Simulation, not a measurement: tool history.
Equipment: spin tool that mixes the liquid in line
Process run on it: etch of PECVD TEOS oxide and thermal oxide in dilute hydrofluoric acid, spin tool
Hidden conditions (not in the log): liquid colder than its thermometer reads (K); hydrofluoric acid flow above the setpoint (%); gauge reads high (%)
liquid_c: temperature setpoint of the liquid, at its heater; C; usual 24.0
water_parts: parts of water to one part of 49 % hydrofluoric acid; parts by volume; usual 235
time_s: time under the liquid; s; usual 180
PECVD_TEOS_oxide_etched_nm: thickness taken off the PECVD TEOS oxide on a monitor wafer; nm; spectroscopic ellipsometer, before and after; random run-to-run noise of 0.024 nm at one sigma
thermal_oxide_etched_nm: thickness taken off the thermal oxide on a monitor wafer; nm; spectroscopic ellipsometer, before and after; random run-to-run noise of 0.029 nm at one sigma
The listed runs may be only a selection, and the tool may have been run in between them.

run,day,liquid_c,water_parts,time_s,wafers since the last listed run,hours since the thermometer was replaced,hours since the hydrofluoric acid flow meter was replaced,hours since the gauge calibration,"read-back film thickness of the PECVD TEOS oxide reference wafer, read on the same gauge (nm)","read-back film thickness of the thermal oxide reference wafer, read on the same gauge (nm)",PECVD_TEOS_oxide_etched_nm,thermal_oxide_etched_nm
1,0.000,24.0,235,180,0,2485.8,388.9,1396.6,58.60,78.162,6.96,3.254
2,1.596,24.0,235,180,300,2524.1,427.2,1434.9,58.53,78.076,6.97,3.235
3,3.062,27.5,235,180,276,2559.3,462.4,1470.1,58.46,77.975,7.84,3.670
4,5.567,24.0,235,180,472,2619.4,522.5,1530.2,58.30,77.786,6.90,3.218
# day 7.288: gauge calibrated
5,8.267,24.0,235,180,508,2684.2,587.3,23.5,60.15,80.253,7.11,3.308
6,9.579,22.0,200,180,247,2715.7,618.8,55.0,60.18,80.231,8.05,3.744
7,10.858,20.5,160,290,241,2746.4,649.5,85.7,60.17,80.191,16.01,7.536
8,18.254,22.5,235,180,1394,2923.9,827.0,263.2,60.09,80.115,6.74,3.182
9,20.517,26.5,285,265,426,2978.2,881.3,317.5,60.08,80.171,8.93,4.138
10,22.417,26.0,320,130,358,3023.8,926.9,363.1,60.05,80.081,3.70,1.730
11,24.771,24.0,235,225,443,3080.3,983.4,419.6,60.00,80.052,8.88,4.136
12,25.975,24.0,310,245,226,3109.2,1012.3,448.5,60.00,80.033,6.75,3.182
13,28.754,24.0,130,180,523,3175.9,1079.0,515.2,59.94,79.931,14.42,6.782
# day 31.225: thermometer replaced
14,31.496,24.0,130,95,508,6.5,1144.8,581.0,59.90,79.856,7.60,3.541
15,34.483,24.0,130,75,563,78.2,1216.5,652.7,59.80,79.757,6.00,2.806
16,35.788,27.5,155,220,245,109.5,1247.8,684.0,59.79,79.769,16.27,7.622
# day 38.321: hydrofluoric acid flow meter replaced
17,38.521,21.5,165,180,507,175.1,4.8,749.6,59.74,79.659,9.87,4.608
18,41.488,27.0,205,245,559,246.3,76.0,820.8,59.65,79.533,12.66,5.916
19,43.312,25.5,235,180,344,290.1,119.8,864.6,59.56,79.440,7.49,3.415
20,45.946,24.0,235,180,496,353.3,183.0,927.8,59.48,79.376,7.05,3.319
21,48.721,24.0,120,180,523,419.9,249.6,994.4,59.38,79.184,15.72,7.426
22,49.804,24.0,235,180,204,445.9,275.6,1020.4,59.33,79.129,7.04,3.313
23,51.958,22.5,235,150,406,497.6,327.3,1072.1,59.30,79.017,5.54,2.568

What does the tool deliver on the next run?
24,54.288,20.0,235,280,439,553.5,383.2,1128.0,?,?,?,?

{"run 24": {"read-back film thickness of the PECVD TEOS oxide reference wafer, read on the same gauge (nm)": 59.21, "read-back film thickness of the thermal oxide reference wafer, read on the same gauge (nm)": 78.915, "PECVD_TEOS_oxide_etched_nm": 9.4, "thermal_oxide_etched_nm": 4.45}}
Without the tool's hidden state the same run would have given PECVD_TEOS_oxide_etched_nm 9.53 nm, thermal_oxide_etched_nm 4.511 nm.
